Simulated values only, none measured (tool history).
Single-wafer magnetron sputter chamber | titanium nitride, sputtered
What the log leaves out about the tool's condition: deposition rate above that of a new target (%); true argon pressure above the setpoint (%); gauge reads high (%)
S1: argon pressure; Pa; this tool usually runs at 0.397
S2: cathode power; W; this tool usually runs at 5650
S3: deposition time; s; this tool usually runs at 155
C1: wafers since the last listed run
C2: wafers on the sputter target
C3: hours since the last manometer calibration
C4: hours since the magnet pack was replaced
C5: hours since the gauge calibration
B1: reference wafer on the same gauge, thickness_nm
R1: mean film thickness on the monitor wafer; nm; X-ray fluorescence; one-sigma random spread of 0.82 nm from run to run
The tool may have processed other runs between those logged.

run,hour,S1,S2,S3,C1,C2,C3,C4,C5,B1,R1
1,0.0,0.397,5650,155,0,3965,646.2,6485.9,1484.1,174.686,167.215
2,50.3,0.397,5650,155,505,4471,696.5,6536.2,1534.4,174.918,166.420
3,93.0,0.397,5650,155,429,4900,739.2,6578.9,1577.1,175.091,165.663
4,196.3,0.397,5650,155,1039,5939,842.5,6682.2,1680.4,175.031,164.952
5,299.5,0.397,5650,155,1038,6977,945.7,6785.4,1783.6,175.115,162.137
6,341.8,0.397,5650,155,425,7403,988.0,6827.7,1825.9,174.807,162.298
# hour 355.4: gauge calibrated
7,408.4,0.397,5650,164,669,8073,1054.6,6894.3,53.0,174.903,171.005
# hour 442.5: sputter target and shields replaced
8,509.8,0.397,5950,155,939,677,1156.0,6995.7,154.4,174.970,177.391
9,579.0,0.397,5950,155,696,1373,1225.2,7064.9,223.6,175.113,176.860
10,647.0,0.397,5950,155,684,2057,1293.2,7132.9,291.6,174.992,178.614
11,696.4,0.397,5650,163,496,2554,1342.6,7182.3,341.0,174.911,177.107
12,744.6,0.397,5650,163,484,3039,1390.8,7230.5,389.2,175.045,177.640
13,794.6,0.397,5650,155,502,3542,1440.8,7280.5,439.2,174.825,168.283
14,890.7,0.467,5650,174,966,4508,1536.9,7376.6,535.3,174.921,181.934
# hour 1151.5: sputter target and shields replaced
# hour 1165.6: capacitance manometer re-zeroed and calibrated
15,1167.1,0.467,5650,174,2619,76,1.5,7653.0,811.7,174.934,183.811
16,1247.8,0.397,5650,155,811,888,82.2,7733.7,892.4,175.125,169.238
17,1285.5,0.397,5650,155,379,1267,119.9,7771.4,930.1,175.179,168.197
18,1381.9,0.522,6400,129,969,2237,216.3,7867.8,1026.5,175.010,151.981
19,1445.6,0.397,5650,155,640,2877,280.0,7931.5,1090.2,174.627,167.264
20,1530.9,0.495,6700,178,858,3735,365.3,8016.8,1175.5,175.325,219.531
21,1589.8,0.554,6200,140,592,4328,424.2,8075.7,1234.4,175.120,156.535
22,1649.4,0.397,6250,134,599,4927,483.8,8135.3,1294.0,175.115,159.272
# hour 1678.8: magnet pack replaced
23,1737.1,0.535,5650,184,801,5729,571.5,58.3,1381.7,175.152,184.153
24,1773.9,0.316,5650,155,370,6099,608.3,95.1,1418.5,175.132,169.399
# hour 1834.5: gauge calibrated
25,1886.1,0.397,5650,155,1128,7228,720.5,207.3,51.6,175.041,161.419
26,1949.4,0.397,5650,155,636,7865,783.8,270.6,114.9,175.379,161.658
# hour 1982.0: sputter target and shields replaced
27,2001.9,0.397,6750,155,447,200,836.3,323.1,167.4,174.856,198.646
28,2073.9,0.349,5650,155,724,924,908.3,395.1,239.4,174.708,171.104
29,2123.9,0.397,5650,168,502,1427,958.3,445.1,289.4,174.965,184.122
30,2203.4,0.397,5650,155,799,2226,1037.8,524.6,368.9,175.484,169.131
31,2248.0,0.397,5650,182,448,2675,1082.4,569.2,413.5,175.317,195.708
32,2341.7,0.397,5650,183,942,3618,1176.1,662.9,507.2,175.024,197.287
33,2419.8,0.305,5650,130,785,4403,1254.2,741.0,585.3,174.905,144.654
34,2504.0,0.397,6250,155,846,5250,1338.4,825.2,669.5,175.292,182.702

4 ways to go on from here, each from the tool as it stands after run 34. What would each give?
A,2504.4,0.397,5650,155,4,5254,1338.8,825.6,669.9,?,?
B,2504.4,0.397,4650,182,4,5254,1338.8,825.6,669.9,?,?
C,2504.4,0.397,4850,155,4,5254,1338.8,825.6,669.9,?,?
D,2504.4,0.554,6250,178,4,5254,1338.8,825.6,669.9,?,?

run,B1,R1
A,175.015,164.943
B,175.015,159.396
C,175.015,141.588
D,175.015,196.773
Without the tool's unlogged condition, the same runs would have read:
run,R1
A,169.212
B,163.521
C,145.252
D,201.866
